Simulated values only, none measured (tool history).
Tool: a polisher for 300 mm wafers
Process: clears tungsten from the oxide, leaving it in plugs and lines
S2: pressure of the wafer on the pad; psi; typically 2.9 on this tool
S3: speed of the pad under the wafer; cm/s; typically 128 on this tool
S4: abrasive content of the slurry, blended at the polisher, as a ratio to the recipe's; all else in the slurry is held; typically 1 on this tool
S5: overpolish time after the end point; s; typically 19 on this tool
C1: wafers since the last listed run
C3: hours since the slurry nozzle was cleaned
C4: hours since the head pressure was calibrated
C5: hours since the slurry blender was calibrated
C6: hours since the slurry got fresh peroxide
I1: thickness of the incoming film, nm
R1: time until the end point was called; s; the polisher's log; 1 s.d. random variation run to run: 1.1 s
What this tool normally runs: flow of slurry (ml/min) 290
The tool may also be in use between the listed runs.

Run 1, day 0: usual settings but flow of slurry (ml/min) 260, S2 2.2 psi; C1 0; wafers polished on this pad 462; C3 125.5; C4 503; C5 265.6; C6 78.3; I1 268.6. Result: R1 103.4 s.
Run 2, day 0.283: usual settings but flow of slurry (ml/min) 260, S2 2.2 psi; C1 81; wafers polished on this pad 544; C3 132.3; C4 509.8; C5 272.4; C6 85.1; I1 269.6. Result: R1 103.7 s.
Run 3, day 0.662: usual settings; C1 109; wafers polished on this pad 654; C3 141.4; C4 518.9; C5 281.5; C6 94.2; I1 269.8. Result: R1 79.5 s.
Run 4, day 1.225: usual settings; C1 162; wafers polished on this pad 816; C3 154.9; C4 532.4; C5 295; C6 107.7; I1 269.7. Result: R1 80.7 s.
Run 5, day 1.783: usual settings; C1 161; wafers polished on this pad 977; C3 168.3; C4 545.8; C5 308.4; C6 121.1; I1 269.5. Result: R1 88.5 s.
Run 6, day 2.421: usual settings; C1 184; wafers polished on this pad 1161; C3 183.6; C4 561.1; C5 323.7; C6 136.4; I1 268.4. Result: R1 91.5 s.
At day 2.6: slurry tank refilled with fresh slurry and peroxide.
At day 3.029: worn pad replaced by a new one.
Run 7, day 3.05: usual settings; C1 121; wafers polished on this pad 5; C3 198.7; C4 576.2; C5 338.8; C6 10.8; I1 271.4. Result: R1 85.9 s.
Run 8, day 3.35: usual settings; C1 86; wafers polished on this pad 92; C3 205.9; C4 583.4; C5 346; C6 18; I1 269. Result: R1 83.3 s.
At day 3.571: slurry blender recalibrated.
Run 9, day 3.758: usual settings; C1 93; wafers polished on this pad 186; C3 215.7; C4 593.2; C5 4.5; C6 27.8; I1 268.5. Result: R1 70 s.
At day 3.992: slurry nozzle cleaned.
Run 10, day 4.233: usual settings; C1 125; wafers polished on this pad 311; C3 5.8; C4 604.6; C5 15.9; C6 39.2; I1 270.7. Result: R1 72.9 s.
Run 11, day 4.679: usual settings but S5 25 s; C1 128; wafers polished on this pad 440; C3 16.5; C4 615.3; C5 26.6; C6 49.9; I1 265.8. Result: R1 69.8 s.
Run 12, day 5.012: usual settings but flow of slurry (ml/min) 320, S3 148 cm/s, S5 24 s; C1 96; wafers polished on this pad 536; C3 24.5; C4 623.3; C5 34.6; C6 57.9; I1 270.9. Result: R1 60 s.
At day 5.133: head pressure recalibrated.
Run 13, day 5.625: usual settings but S2 3.3 psi, S4 1.15; C1 152; wafers polished on this pad 689; C3 39.2; C4 11.8; C5 49.3; C6 72.6; I1 267.2. Result: R1 61.7 s.
Run 14, day 6.271: usual settings but S2 2.3 psi, S3 110 cm/s, S4 1.15, S5 16 s; C1 186; wafers polished on this pad 875; C3 54.7; C4 27.3; C5 64.8; C6 88.1; I1 265.8. Result: R1 102.2 s.
Run 15, day 6.667: usual settings but flow of slurry (ml/min) 260, S2 2.2 psi; C1 114; wafers polished on this pad 990; C3 64.2; C4 36.8; C5 74.3; C6 97.6; I1 268.9. Result: R1 99 s.
Run 16, day 6.954: usual settings but S2 1.9 psi; C1 83; wafers polished on this pad 1073; C3 71.1; C4 43.7; C5 81.2; C6 104.5; I1 266.8. Result: R1 115.3 s.
At day 7.392: slurry tank refilled with fresh slurry and peroxide.
At day 7.583: worn pad replaced by a new one.
Run 17, day 7.604: usual settings; C1 127; wafers polished on this pad 6; C3 86.7; C4 59.3; C5 96.8; C6 5.1; I1 269.4. Result: R1 69.5 s.
Run 18, day 8.162: usual settings but flow of slurry (ml/min) 370, S4 0.9; C1 161; wafers polished on this pad 167; C3 100.1; C4 72.7; C5 110.2; C6 18.5; I1 269.1. Result: R1 74.7 s.
Run 19, day 8.483: usual settings but flow of slurry (ml/min) 260, S4 1.25; C1 92; wafers polished on this pad 260; C3 107.8; C4 80.4; C5 117.9; C6 26.2; I1 269.4. Result: R1 66.2 s.
Run 20, day 8.754: usual settings but S3 92 cm/s; C1 78; wafers polished on this pad 338; C3 114.3; C4 86.9; C5 124.4; C6 32.7; I1 269.3. Result: R1 101.1 s.
Run 21, day 9.412: usual settings but flow of slurry (ml/min) 200, S2 2.4 psi, S3 142 cm/s, S4 1.1; C1 190; wafers polished on this pad 528; C3 130.1; C4 102.7; C5 140.2; C6 48.5; I1 268.7. Result: R1 80.2 s.
Run 22, day 9.712: usual settings but S2 2.6 psi, S5 24 s; C1 86; wafers polished on this pad 615; C3 137.3; C4 109.9; C5 147.4; C6 55.7; I1 275.4. Result: R1 80.2 s.

Below, each run's measurement less what the same run would have read without the hidden state. Both values contain the same run-to-run variation, but the gauge's scatter may not be the same in both:
What the log doesn't record here: removal rate lost through wear of the pad, %; slurry flow missing at the pad, %; deviation of the head's pressure from its setpoint, %; abrasive missing from the slurry, %; peroxide lost from the slurry, %.
run     R1
  1    +11
  2  +12.2
  3  +10.6
  4    +13
  5  +17.1
  6  +21.5
  7  +14.7
  8  +15.1
  9   +1.2
 10   +1.8
 11   +2.2
 12   +2.4
 13   +3.7
 14   +8.8
 15  +10.4
 16  +13.9
 17     +1
 18   +1.5
 19   +1.7
 20   +3.1
 21   +3.9
 22   +4.6
